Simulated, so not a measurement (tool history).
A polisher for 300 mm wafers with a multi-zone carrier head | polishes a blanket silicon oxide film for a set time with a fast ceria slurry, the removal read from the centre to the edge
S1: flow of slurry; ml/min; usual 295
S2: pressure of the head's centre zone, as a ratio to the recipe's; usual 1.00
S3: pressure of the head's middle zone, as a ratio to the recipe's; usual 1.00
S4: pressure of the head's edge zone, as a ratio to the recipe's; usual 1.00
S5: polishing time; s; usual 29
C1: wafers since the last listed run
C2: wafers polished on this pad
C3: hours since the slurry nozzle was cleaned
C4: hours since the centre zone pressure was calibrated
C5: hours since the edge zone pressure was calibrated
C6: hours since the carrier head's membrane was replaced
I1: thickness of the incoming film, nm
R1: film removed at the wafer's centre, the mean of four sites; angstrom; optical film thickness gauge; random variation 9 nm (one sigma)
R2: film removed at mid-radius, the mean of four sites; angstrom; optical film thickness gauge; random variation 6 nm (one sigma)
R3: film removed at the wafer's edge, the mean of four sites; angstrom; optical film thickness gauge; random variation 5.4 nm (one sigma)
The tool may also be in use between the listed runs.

run	hour	S1	S2	S3	S4	S5	C1	C2	C3	C4	C5	C6	I1	R1	R2	R3
1	0.0	295	1.00	1.06	1.00	29	0	7663	169.5	259.8	118.3	421.0	1596.3	6588	6804	6383
# hour 29.8: worn pad replaced by a new one
2	38.5	295	1.00	1.06	1.00	29	750	189	208.0	298.3	156.8	459.5	1601.2	6263	6807	6279
3	73.8	360	0.93	1.00	0.93	29	767	957	243.3	333.6	192.1	494.8	1614.2	6175	6529	6239
4	118.1	295	1.00	1.00	1.00	29	963	1920	287.6	377.9	236.4	539.1	1594.0	6469	6523	6442
5	160.6	240	1.00	1.00	1.09	29	924	2844	330.1	420.4	278.9	581.6	1615.3	6318	6404	6374
# hour 201.9: carrier head's membrane replaced by a new one
6	214.5	240	1.00	1.04	1.05	35	1063	3907	384.0	474.3	332.8	12.6	1605.1	7371	7913	7570
7	238.9	295	1.00	1.00	1.00	29	530	4438	408.4	498.7	357.2	37.0	1591.1	6333	6506	6324
# hour 294.1: slurry nozzle cleaned
8	303.3	330	0.90	1.05	0.89	29	1378	5817	9.2	563.1	421.6	101.4	1633.8	5863	6831	6152
9	359.5	295	1.00	1.00	1.00	23	1222	7039	65.4	619.3	477.8	157.6	1619.6	4979	5128	5030
# hour 365.9: worn pad replaced by a new one
10	392.3	295	1.00	1.00	1.00	29	626	573	98.2	652.1	510.6	190.4	1600.2	6327	6555	6314
# hour 440.4: edge zone pressure recalibrated
11	462.2	295	1.00	1.00	1.00	22	1476	2050	168.1	722.0	21.8	260.3	1619.1	4753	4892	4827
12	495.9	295	1.00	1.00	1.00	29	732	2782	201.8	755.7	55.5	294.0	1588.9	6020	6409	6273
13	552.9	340	1.00	1.00	0.97	36	1239	4022	258.8	812.7	112.5	351.0	1600.3	7755	8194	7769
14	617.4	345	1.00	0.90	1.08	32	1402	5425	323.3	877.2	177.0	415.5	1604.3	6780	6576	7282
15	654.2	295	1.00	1.00	1.00	29	800	6225	360.1	914.0	213.8	452.3	1585.6	6085	6429	6399
# hour 710.9: slurry nozzle cleaned
16	722.2	295	1.00	0.97	1.00	29	1456	7682	11.3	982.0	281.8	520.3	1627.1	5923	6344	6467
# hour 731.9: worn pad replaced by a new one
# hour 748.5: carrier head's membrane replaced by a new one
17	769.1	295	1.00	1.00	1.00	29	824	701	58.2	1028.9	328.7	20.6	1615.9	6077	6502	6262
18	797.9	235	1.00	1.00	1.00	29	626	1327	87.0	1057.7	357.5	49.4	1600.1	5901	6502	6154
19	825.7	295	1.00	1.10	1.00	29	604	1931	114.8	1085.5	385.3	77.2	1626.4	5960	6995	6351
20	852.3	295	1.00	1.11	1.00	29	578	2510	141.4	1112.1	411.9	103.8	1585.2	6136	7277	6294
21	918.4	295	1.00	1.00	0.93	29	1437	3947	207.5	1178.2	478.0	169.9	1620.7	5893	6403	6172
22	982.8	295	1.00	1.10	1.10	29	1400	5348	271.9	1242.6	542.4	234.3	1569.8	5961	7187	6495

The tool's hidden state at each run:
removal rate lost through wear of the pad, %: 0 in every run
slurry flow missing at the pad, %: 0 in every run
deviation of the edge zone's pressure from its setpoint, %: 0 in every run
H1: deviation of the centre zone's pressure from its setpoint, %
run	H1
1	-0.191
2	-0.547
3	-0.873
4	-1.28
5	-1.67
6	-2.17
7	-2.4
8	-2.99
9	-3.51
10	-3.82
11	-4.46
12	-4.77
13	-5.3
14	-5.89
15	-6.23
16	-6.86
17	-7.3
18	-7.56
19	-7.82
20	-8.06
21	-8.67
22	-9.27

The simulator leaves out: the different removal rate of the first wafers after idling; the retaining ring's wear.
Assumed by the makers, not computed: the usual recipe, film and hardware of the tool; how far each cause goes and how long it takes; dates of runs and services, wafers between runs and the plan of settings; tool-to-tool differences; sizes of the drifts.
